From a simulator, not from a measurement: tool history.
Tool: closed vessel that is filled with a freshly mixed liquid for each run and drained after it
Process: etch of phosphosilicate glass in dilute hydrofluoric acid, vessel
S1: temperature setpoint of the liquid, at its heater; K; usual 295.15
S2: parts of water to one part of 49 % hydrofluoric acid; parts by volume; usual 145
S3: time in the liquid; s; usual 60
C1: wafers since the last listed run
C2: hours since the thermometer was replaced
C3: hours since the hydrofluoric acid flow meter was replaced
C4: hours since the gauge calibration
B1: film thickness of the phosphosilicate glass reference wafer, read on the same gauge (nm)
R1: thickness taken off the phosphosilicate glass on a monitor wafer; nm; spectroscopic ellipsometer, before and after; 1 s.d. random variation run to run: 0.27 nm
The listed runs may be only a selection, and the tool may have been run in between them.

run   hour      S1   S2  S3    C1      C2      C3     C4     B1     R1
  1      0  295.15  145  40     0  2034.4  1082.3    1.7  79.97  17.42
  2   16.1  295.15  145  40  1173  2050.5  1098.4   17.8  80.02  17.48
  3   23.7  292.65  145  60   553  2058.1    1106   25.4  80.02  23.29
  4   32.1  292.65  145  60   612  2066.5  1114.4   33.8  80.02  23.99
  5   49.3  292.65  145  60  1253  2083.7  1131.6     51     80  23.65
  6   64.3  295.15  145  60  1093  2098.7  1146.6     66  79.98  25.99
  7   73.9  295.15  180  60   699  2108.3  1156.2   75.6  80.02   19.8
  8   87.3  295.15  180  60   976  2121.7  1169.6     89  80.01  19.77
  9  103.5  295.15  145  60  1180  2137.9  1185.8  105.2  80.04  26.01
 10  110.7  295.15  145  60   524  2145.1    1193  112.4     80  25.38
 11  116.9  295.15  145  60   451  2151.3  1199.2  118.6  79.98  25.87
     126.4  -- thermometer replaced
 12  129.1  295.15  145  60   816     2.7  1211.4  130.8     80   25.7
 13  179.1  295.15  145  60  3643    52.7  1261.4  180.8  79.99  25.62
 14    186  295.15  145  60   502    59.6  1268.3  187.7  79.99  25.32
 15  196.9  295.15  165  60   794    70.5  1279.2  198.6     80  21.82
 16  214.1  295.15  175  60  1253    87.7  1296.4  215.8     80  20.12
 17  227.6  290.15  145  40   983   101.2  1309.9  229.3     80  13.75
 18  234.1  295.15  145  60   473   107.7  1316.4  235.8  79.99  25.95
 19  241.6  296.65  175  60   546   115.2  1323.9  243.3  80.03  21.72
 20  254.7  295.15  145  60   954   128.3    1337  256.4  80.02  25.56
 21  269.6  300.15  145  85  1085   143.2  1351.9  271.3  80.03  43.39
 22  282.8  295.15   80  45   961   156.4  1365.1  284.5  80.01   37.9
 23    289  296.65  190  60   451   162.6  1371.3  290.7  80.01  19.38
     292.8  -- hydrofluoric acid flow meter replaced
 24  301.7  293.15  205  80   852   175.3     8.9  303.4  80.01  23.52
     309.4  -- gauge calibrated
 25  309.6  291.65  145  60   575   183.2    16.8    0.2     80  25.38
 26  326.5  295.15  145  60  1231   200.1    33.7   17.1  79.98  29.65
 27  336.1  295.15  145  60   699   209.7    43.3   26.7  80.01  29.55
 28  345.1  298.15  145  50   655   218.7    52.3   35.7     80  27.55
 29  357.5  291.65  145  50   903   231.1    64.7   48.1     80  20.95
 30    371  297.15   80  35   983   244.6    78.2   61.6  79.98  35.84
 31  382.6  291.65  175  40   845   256.2    89.8   73.2  79.99  13.32
 32  394.2  295.15  145  60   845   267.8   101.4   84.8  79.98  28.73
 33  406.6  295.15  145  60   903   280.2   113.8   97.2  79.99  28.47

Some steps in R1 between neighbouring runs. How much of each would the tool show without its hidden state too (settings, what came in, random variation), and how much is left for the hidden state, with any gauge scatter that isn't in both results?
Hidden state present: liquid colder than its thermometer reads (K); hydrofluoric acid flow below the setpoint (%); gauge reads high (%).
Run 20 -> 21: S1 295.15 -> 300.15, S3 60 -> 85. R1 +17.83 nm: hidden state -2.96, all else +20.79.
Run 22 -> 23: S1 295.15 -> 296.65, S2 80 -> 190, S3 45 -> 60. R1 -18.52 nm: hidden state +2.42, all else -20.94.
Run 23 -> 24: S1 296.65 -> 293.15, S2 190 -> 205, S3 60 -> 80, hydrofluoric acid flow meter replaced. R1 +4.14 nm: hidden state +3.12, all else +1.02.
Run 30 -> 31: S1 297.15 -> 291.65, S2 80 -> 175, S3 35 -> 40. R1 -22.52 nm: hidden state +0.21, all else -22.73.
